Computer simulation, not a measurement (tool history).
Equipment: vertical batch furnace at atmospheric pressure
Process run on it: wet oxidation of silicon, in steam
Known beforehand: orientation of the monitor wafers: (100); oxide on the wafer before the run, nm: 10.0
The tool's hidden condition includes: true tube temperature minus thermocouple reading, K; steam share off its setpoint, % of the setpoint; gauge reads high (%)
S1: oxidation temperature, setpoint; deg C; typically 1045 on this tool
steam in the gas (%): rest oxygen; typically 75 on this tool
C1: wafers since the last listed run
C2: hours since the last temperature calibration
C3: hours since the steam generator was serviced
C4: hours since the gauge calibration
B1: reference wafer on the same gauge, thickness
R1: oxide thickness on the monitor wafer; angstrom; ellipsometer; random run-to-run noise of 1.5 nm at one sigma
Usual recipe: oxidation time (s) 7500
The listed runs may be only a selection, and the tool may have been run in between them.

run 1 hour=0.0 | S1=1045 oxidation_time_(s)=7500 steam_in_the_gas_(%)=75 | C1=0 C2=2111.5 C3=179.4 C4=363.3 | B1=747.91 | R1=7499.2
run 2 hour=36.3 | S1=1028 oxidation_time_(s)=7500 steam_in_the_gas_(%)=75 | C1=388 C2=2147.8 C3=215.7 C4=399.6 | B1=747.84 | R1=6923.8
run 3 hour=89.3 | S1=1028 oxidation_time_(s)=7500 steam_in_the_gas_(%)=75 | C1=567 C2=2200.8 C3=268.7 C4=452.6 | B1=747.44 | R1=6957.3
run 4 hour=160.5 | S1=1045 oxidation_time_(s)=8460 steam_in_the_gas_(%)=70 | C1=762 C2=2272.0 C3=339.9 C4=523.8 | B1=747.80 | R1=7772.0
run 5 hour=326.4 | S1=1045 oxidation_time_(s)=7500 steam_in_the_gas_(%)=75 | C1=1776 C2=2437.9 C3=505.8 C4=689.7 | B1=748.61 | R1=7566.2
run 6 hour=371.8 | S1=1045 oxidation_time_(s)=7500 steam_in_the_gas_(%)=75 | C1=486 C2=2483.3 C3=551.2 C4=735.1 | B1=747.80 | R1=7533.3
run 7 hour=437.7 | S1=1045 oxidation_time_(s)=10170 steam_in_the_gas_(%)=75 | C1=705 C2=2549.2 C3=617.1 C4=801.0 | B1=748.02 | R1=9038.7
run 8 hour=468.9 | S1=1045 oxidation_time_(s)=10170 steam_in_the_gas_(%)=75 | C1=334 C2=2580.4 C3=648.3 C4=832.2 | B1=748.21 | R1=9038.7
run 9 hour=623.4 | S1=1045 oxidation_time_(s)=7500 steam_in_the_gas_(%)=79 | C1=1653 C2=2734.9 C3=802.8 C4=986.7 | B1=748.13 | R1=7811.5
run 10 hour=686.6 | S1=1045 oxidation_time_(s)=7500 steam_in_the_gas_(%)=79 | C1=676 C2=2798.1 C3=866.0 C4=1049.9 | B1=747.84 | R1=7815.5
run 11 hour=742.3 | S1=1045 oxidation_time_(s)=7500 steam_in_the_gas_(%)=66 | C1=596 C2=2853.8 C3=921.7 C4=1105.6 | B1=747.95 | R1=7036.4
-- hour=751.6 gauge calibrated
run 12 hour=780.6 | S1=1045 oxidation_time_(s)=7500 steam_in_the_gas_(%)=84 | C1=410 C2=2892.1 C3=960.0 C4=29.0 | B1=748.00 | R1=8080.8
run 13 hour=831.6 | S1=1062 oxidation_time_(s)=7500 steam_in_the_gas_(%)=79 | C1=545 C2=2943.1 C3=1011.0 C4=80.0 | B1=748.18 | R1=8474.1
-- hour=895.8 steam generator serviced
-- hour=920.4 thermocouples replaced and temperature profile calibrated
run 14 hour=920.9 | S1=1045 oxidation_time_(s)=7500 steam_in_the_gas_(%)=75 | C1=442 C2=0.5 C3=25.1 C4=169.3 | B1=747.62 | R1=7390.3
run 15 hour=947.7 | S1=1045 oxidation_time_(s)=7500 steam_in_the_gas_(%)=75 | C1=286 C2=27.3 C3=51.9 C4=196.1 | B1=748.12 | R1=7395.4
run 16 hour=982.5 | S1=1066 oxidation_time_(s)=6180 steam_in_the_gas_(%)=75 | C1=372 C2=62.1 C3=86.7 C4=230.9 | B1=747.79 | R1=7323.8
run 17 hour=1040.9 | S1=1045 oxidation_time_(s)=9900 steam_in_the_gas_(%)=75 | C1=625 C2=120.5 C3=145.1 C4=289.3 | B1=748.31 | R1=8706.8
run 18 hour=1079.2 | S1=1045 oxidation_time_(s)=7500 steam_in_the_gas_(%)=75 | C1=410 C2=158.8 C3=183.4 C4=327.6 | B1=747.99 | R1=7421.8
run 19 hour=1103.7 | S1=1045 oxidation_time_(s)=11160 steam_in_the_gas_(%)=71 | C1=262 C2=183.3 C3=207.9 C4=352.1 | B1=748.16 | R1=9065.9
run 20 hour=1128.8 | S1=1045 oxidation_time_(s)=7500 steam_in_the_gas_(%)=75 | C1=268 C2=208.4 C3=233.0 C4=377.2 | B1=747.43 | R1=7370.8
run 21 hour=1171.2 | S1=1045 oxidation_time_(s)=10170 steam_in_the_gas_(%)=75 | C1=453 C2=250.8 C3=275.4 C4=419.6 | B1=748.02 | R1=8805.1
run 22 hour=1206.0 | S1=1030 oxidation_time_(s)=7500 steam_in_the_gas_(%)=68 | C1=372 C2=285.6 C3=310.2 C4=454.4 | B1=747.72 | R1=6478.1
run 23 hour=1267.8 | S1=1023 oxidation_time_(s)=6450 steam_in_the_gas_(%)=84 | C1=661 C2=347.4 C3=372.0 C4=516.2 | B1=747.88 | R1=6477.2

Branching from run 23: 4 alternative next runs. What would each branch give?
run A hour=1274.0 | S1=1045 oxidation_time_(s)=7500 steam_in_the_gas_(%)=65 | C1=66 C2=353.6 C3=378.2 C4=522.4 | B1=? | R1=?
run B hour=1274.0 | S1=1045 oxidation_time_(s)=9060 steam_in_the_gas_(%)=75 | C1=66 C2=353.6 C3=378.2 C4=522.4 | B1=? | R1=?
run C hour=1274.0 | S1=1055 oxidation_time_(s)=8700 steam_in_the_gas_(%)=65 | C1=66 C2=353.6 C3=378.2 C4=522.4 | B1=? | R1=?
run D hour=1274.0 | S1=1032 oxidation_time_(s)=9270 steam_in_the_gas_(%)=79 | C1=66 C2=353.6 C3=378.2 C4=522.4 | B1=? | R1=?

run=A B1=748.03 R1=6824.0
run=B B1=748.03 R1=8285.7
run=C B1=748.03 R1=7795.0
run=D B1=748.03 R1=8146.3
Without the tool's unlogged condition, the same runs would have read:
run=A R1=6812.2
run=B R1=8272.3
run=C R1=7782.5
run=D R1=8132.2
